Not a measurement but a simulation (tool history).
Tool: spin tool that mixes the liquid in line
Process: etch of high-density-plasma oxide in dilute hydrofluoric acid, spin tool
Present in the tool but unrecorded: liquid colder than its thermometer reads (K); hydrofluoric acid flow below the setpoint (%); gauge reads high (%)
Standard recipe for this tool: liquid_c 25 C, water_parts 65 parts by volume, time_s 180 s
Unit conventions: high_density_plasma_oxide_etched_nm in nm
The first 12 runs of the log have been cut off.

| run | hour | liquid_c | water_parts | time_s | wafers since the last listed run | hours since the thermometer was replaced | hours since the hydrofluoric acid flow meter was replaced | hours since the gauge calibration | read-back film thickness of the high-density-plasma oxide reference wafer, read on the same gauge (nm) | high_density_plasma_oxide_etched_nm |
|---|---|---|---|---|---|---|---|---|---|---|
| 13 | 965.6 | 25 | 65 | 180 | 401 | 2369.4 | 162.8 | 259.7 | 29.35 | 16.03 |
| 14 | 1024.7 | 25 | 65 | 180 | 347 | 2428.5 | 221.9 | 318.8 | 29.28 | 16.05 |
|  | 1072.8 | thermometer replaced |
| 15 | 1077.6 | 25 | 65 | 260 | 304 | 4.8 | 274.8 | 371.7 | 29.14 | 23.06 |
| 16 | 1144.4 | 30 | 80 | 255 | 392 | 71.6 | 341.6 | 438.5 | 29.1 | 21.71 |
| 17 | 1176.9 | 27 | 55 | 215 | 190 | 104.1 | 374.1 | 471 | 29.04 | 24.61 |
| 18 | 1216.5 | 25 | 65 | 180 | 232 | 143.7 | 413.7 | 510.6 | 29.02 | 15.81 |
| 19 | 1278.4 | 21 | 65 | 145 | 363 | 205.6 | 475.6 | 572.5 | 28.97 | 10.85 |
| 20 | 1408.2 | 25 | 65 | 180 | 762 | 335.4 | 605.4 | 702.3 | 28.84 | 15.88 |
| 21 | 1472.6 | 29 | 40 | 275 | 378 | 399.8 | 669.8 | 766.7 | 28.84 | 47.48 |
| 22 | 1511 | 28 | 80 | 85 | 225 | 438.2 | 708.2 | 805.1 | 28.84 | 6.69 |
| 23 | 1554.2 | 25 | 65 | 215 | 253 | 481.4 | 751.4 | 848.3 | 28.82 | 18.97 |
| 24 | 1592.7 | 29.5 | 55 | 180 | 226 | 519.9 | 789.9 | 886.8 | 28.8 | 22.54 |
| 25 | 1672 | 23.5 | 65 | 180 | 465 | 599.2 | 869.2 | 966.1 | 28.79 | 14.85 |
| 26 | 1740.4 | 28 | 85 | 95 | 401 | 667.6 | 937.6 | 1034.5 | 28.76 | 6.96 |
|  | 1746.9 | gauge calibrated |
| 27 | 1802 | 30 | 90 | 250 | 361 | 729.2 | 999.2 | 55.1 | 29.81 | 19.18 |
| 28 | 1826.6 | 21 | 65 | 235 | 144 | 753.8 | 1023.8 | 79.7 | 29.71 | 18.13 |
| 29 | 1854.5 | 25 | 55 | 270 | 163 | 781.7 | 1051.7 | 107.6 | 29.58 | 29.24 |
| 30 | 1886.1 | 25 | 65 | 180 | 185 | 813.3 | 1083.3 | 139.2 | 29.57 | 16.13 |
| 31 | 1938.7 | 22 | 80 | 180 | 309 | 865.9 | 1135.9 | 191.8 | 29.42 | 11.41 |
| 32 | 2001.6 | 25 | 65 | 140 | 369 | 928.8 | 1198.8 | 254.7 | 29.33 | 12.46 |

Each row is a separate what-if for the run after 32, all from the same tool condition, not one after another. Results?
| A | 2002.1 | 25 | 65 | 180 | 2 | 929.3 | 1199.3 | 255.2 | ? | ? |
| B | 2002.1 | 25 | 65 | 230 | 2 | 929.3 | 1199.3 | 255.2 | ? | ? |
| C | 2002.1 | 23.5 | 80 | 125 | 2 | 929.3 | 1199.3 | 255.2 | ? | ? |
| D | 2002.1 | 22.5 | 35 | 90 | 2 | 929.3 | 1199.3 | 255.2 | ? | ? |

| run | read-back film thickness of the high-density-plasma oxide reference wafer, read on the same gauge (nm) | high_density_plasma_oxide_etched_nm |
|---|---|---|
| A | 29.32 | 15.9 |
| B | 29.32 | 20.32 |
| C | 29.32 | 8.28 |
| D | 29.32 | 13.86 |
The same runs, with their run-to-run variation unchanged, on a tool lacking any hidden condition would have given:
| run | high_density_plasma_oxide_etched_nm |
|---|---|
| A | 16.28 |
| B | 20.8 |
| C | 8.48 |
| D | 14.19 |

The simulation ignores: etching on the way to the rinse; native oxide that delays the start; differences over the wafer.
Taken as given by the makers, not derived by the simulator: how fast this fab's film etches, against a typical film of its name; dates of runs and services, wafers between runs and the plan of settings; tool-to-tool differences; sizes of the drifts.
